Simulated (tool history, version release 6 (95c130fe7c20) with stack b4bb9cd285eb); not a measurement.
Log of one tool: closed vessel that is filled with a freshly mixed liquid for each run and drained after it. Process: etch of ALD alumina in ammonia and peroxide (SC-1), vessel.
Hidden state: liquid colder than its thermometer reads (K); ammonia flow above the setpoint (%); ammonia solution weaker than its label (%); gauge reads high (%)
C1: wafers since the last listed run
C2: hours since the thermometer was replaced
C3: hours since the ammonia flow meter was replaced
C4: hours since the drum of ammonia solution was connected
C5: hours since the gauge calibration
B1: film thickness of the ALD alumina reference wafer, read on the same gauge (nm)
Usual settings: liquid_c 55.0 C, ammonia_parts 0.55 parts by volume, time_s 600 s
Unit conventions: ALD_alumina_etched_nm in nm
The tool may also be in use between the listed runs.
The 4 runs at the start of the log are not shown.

{"run": 5, "day": 7.7, "liquid_c": 55.0, "ammonia_parts": 0.55, "time_s": 600, "C1": 2209, "C2": 1254.5, "C3": 1497.2, "C4": 422.7, "C5": 1840.0, "B1": 49.97, "ALD_alumina_etched_nm": 47.27}
{"day": 9.95, "done": "new drum of ammonia solution connected"}
{"run": 6, "day": 10.488, "liquid_c": 55.0, "ammonia_parts": 0.55, "time_s": 600, "C1": 5314, "C2": 1321.4, "C3": 1564.1, "C4": 12.9, "C5": 1906.9, "B1": 50.01, "ALD_alumina_etched_nm": 47.44}
{"run": 7, "day": 11.671, "liquid_c": 58.0, "ammonia_parts": 0.55, "time_s": 600, "C1": 2290, "C2": 1349.8, "C3": 1592.5, "C4": 41.3, "C5": 1935.3, "B1": 50.02, "ALD_alumina_etched_nm": 55.51}
{"run": 8, "day": 13.146, "liquid_c": 55.0, "ammonia_parts": 0.55, "time_s": 600, "C1": 2854, "C2": 1385.2, "C3": 1627.9, "C4": 76.7, "C5": 1970.7, "B1": 50.0, "ALD_alumina_etched_nm": 46.98}
{"day": 14.142, "done": "thermometer replaced"}
{"run": 9, "day": 15.729, "liquid_c": 55.0, "ammonia_parts": 0.55, "time_s": 600, "C1": 4919, "C2": 38.1, "C3": 1689.9, "C4": 138.7, "C5": 2032.7, "B1": 50.0, "ALD_alumina_etched_nm": 49.65}
{"run": 10, "day": 18.375, "liquid_c": 55.0, "ammonia_parts": 0.5, "time_s": 600, "C1": 5121, "C2": 101.6, "C3": 1753.4, "C4": 202.2, "C5": 2096.2, "B1": 49.98, "ALD_alumina_etched_nm": 49.5}
{"run": 11, "day": 19.7, "liquid_c": 55.0, "ammonia_parts": 0.55, "time_s": 600, "C1": 2564, "C2": 133.4, "C3": 1785.2, "C4": 234.0, "C5": 2128.0, "B1": 50.01, "ALD_alumina_etched_nm": 49.38}
{"run": 12, "day": 21.15, "liquid_c": 55.0, "ammonia_parts": 0.55, "time_s": 600, "C1": 2806, "C2": 168.2, "C3": 1820.0, "C4": 268.8, "C5": 2162.8, "B1": 50.02, "ALD_alumina_etched_nm": 50.31}
{"day": 22.2, "done": "gauge calibrated"}
{"run": 13, "day": 23.275, "liquid_c": 60.0, "ammonia_parts": 0.3, "time_s": 850, "C1": 4112, "C2": 219.2, "C3": 1871.0, "C4": 319.8, "C5": 25.8, "B1": 50.01, "ALD_alumina_etched_nm": 85.11}
{"run": 14, "day": 24.912, "liquid_c": 46.0, "ammonia_parts": 0.55, "time_s": 600, "C1": 3169, "C2": 258.5, "C3": 1910.3, "C4": 359.1, "C5": 65.1, "B1": 50.0, "ALD_alumina_etched_nm": 29.67}
{"day": 27.35, "done": "new drum of ammonia solution connected"}
{"run": 15, "day": 27.85, "liquid_c": 55.0, "ammonia_parts": 0.55, "time_s": 600, "C1": 5604, "C2": 329.0, "C3": 1980.8, "C4": 12.0, "C5": 135.6, "B1": 49.98, "ALD_alumina_etched_nm": 48.61}
{"day": 28.246, "done": "ammonia flow meter replaced"}
{"run": 16, "day": 29.829, "liquid_c": 62.5, "ammonia_parts": 0.7, "time_s": 390, "C1": 3750, "C2": 376.5, "C3": 38.0, "C4": 59.5, "C5": 183.1, "B1": 50.0, "ALD_alumina_etched_nm": 48.15}
{"run": 17, "day": 31.862, "liquid_c": 48.5, "ammonia_parts": 0.75, "time_s": 775, "C1": 3935, "C2": 425.3, "C3": 86.8, "C4": 108.3, "C5": 231.9, "B1": 49.99, "ALD_alumina_etched_nm": 45.78}
{"run": 18, "day": 34.1, "liquid_c": 64.5, "ammonia_parts": 0.75, "time_s": 285, "C1": 4330, "C2": 479.0, "C3": 140.5, "C4": 162.0, "C5": 285.6, "B1": 50.0, "ALD_alumina_etched_nm": 39.08}
{"run": 19, "day": 35.688, "liquid_c": 55.0, "ammonia_parts": 0.55, "time_s": 600, "C1": 3072, "C2": 517.1, "C3": 178.6, "C4": 200.1, "C5": 323.7, "B1": 50.01, "ALD_alumina_etched_nm": 49.55}
{"run": 20, "day": 38.342, "liquid_c": 64.0, "ammonia_parts": 0.45, "time_s": 790, "C1": 5137, "C2": 580.8, "C3": 242.3, "C4": 263.8, "C5": 387.4, "B1": 50.0, "ALD_alumina_etched_nm": 100.68}

Run 21 is up next; what results do you expect?
{"run": 21, "day": 39.821, "liquid_c": 49.0, "ammonia_parts": 0.4, "time_s": 325, "C1": 2862, "C2": 616.3, "C3": 277.8, "C4": 299.3, "C5": 422.9, "B1": "?", "ALD_alumina_etched_nm": "?"}

Run 21 produced B1 50.04, ALD_alumina_etched_nm 18.42 nm.
Minus the tool's unlogged condition, the same run would have read ALD_alumina_etched_nm 18.96 nm.
